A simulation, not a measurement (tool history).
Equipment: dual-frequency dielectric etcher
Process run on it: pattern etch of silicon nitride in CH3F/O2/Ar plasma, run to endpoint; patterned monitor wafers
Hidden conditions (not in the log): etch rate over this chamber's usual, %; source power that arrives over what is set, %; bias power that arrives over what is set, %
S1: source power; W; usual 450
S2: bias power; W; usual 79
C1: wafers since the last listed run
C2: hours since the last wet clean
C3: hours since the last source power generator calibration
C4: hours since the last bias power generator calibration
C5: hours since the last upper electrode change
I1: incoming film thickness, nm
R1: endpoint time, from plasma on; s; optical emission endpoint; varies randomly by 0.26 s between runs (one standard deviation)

run    hour   S1  S2    C1     C2      C3      C4      C5     I1    R1
  1     0.0  420  79     0  408.2  3707.7  2564.4  2595.5  29.01  43.0
  2    68.9  450  87   576  477.1  3776.6  2633.3  2664.4  29.17  40.5
  3   128.0  450  87   494  536.2  3835.7  2692.4  2723.5  28.79  40.4
  4   188.9  450  87   509  597.1  3896.6  2753.3  2784.4  28.89  40.7
      236.5  -- wet clean of the chamber
  5   260.7  450  79   399   24.2  3968.4  2825.1  2856.2  29.24  39.2
  6   320.5  450  79   500   84.0  4028.2  2884.9  2916.0  28.73  39.6
  7   352.7  520  65   269  116.2  4060.4  2917.1  2948.2  28.98  39.5
  8   379.4  520  65   223  142.9  4087.1  2943.8  2974.9  28.94  38.9
  9   409.8  520  65   254  173.3  4117.5  2974.2  3005.3  29.11  39.5
 10   467.1  450  79   479  230.6  4174.8  3031.5  3062.6  28.81  40.1
      492.3  -- source power generator calibrated
      512.3  -- upper electrode replaced
 11   512.8  450  87   180  276.3    20.5  3077.2     0.5  29.10  38.9
 12   534.3  450  79   179  297.8    42.0  3098.7    22.0  29.02  40.3
      559.8  -- bias power generator calibrated
 13   583.4  450  79   377  346.9    91.1    23.6    71.1  28.76  40.2
 14   646.1  350  84   524  409.6   153.8    86.3   133.8  28.82  46.7
 15   699.5  390  68   446  463.0   207.2   139.7   187.2  29.09  47.5
 16   767.7  450  61   570  531.2   275.4   207.9   255.4  29.00  45.1
      860.1  -- wet clean of the chamber
 17   911.6  550  63  1002   51.5   419.3   351.8   399.3  29.12  37.9
 18   958.1  390  79   388   98.0   465.8   398.3   445.8  29.22  43.5
 19   986.2  450  66   234  126.1   493.9   426.4   473.9  28.89  42.4
 20  1116.4  480  66  1088  256.3   624.1   556.6   604.1  29.02  41.4
 21  1179.7  410  69   529  319.6   687.4   619.9   667.4  29.15  44.9

Hidden state, per run?
source power that arrives over what is set, %: 0, the same for each run
bias power that arrives over what is set, %: 0, the same for each run
H1: etch rate over this chamber's usual, %
run      H1
  1   -4.49
  2   -5.03
  3    -5.5
  4   -5.98
  5   0.801
  6   0.331
  7   0.078
  8  -0.132
  9  -0.371
 10  -0.821
 11   -1.18
 12   -1.35
 13   -1.73
 14   -2.23
 15   -2.65
 16   -3.18
 17   0.176
 18   -0.19
 19   -0.41
 20   -1.43
 21   -1.93
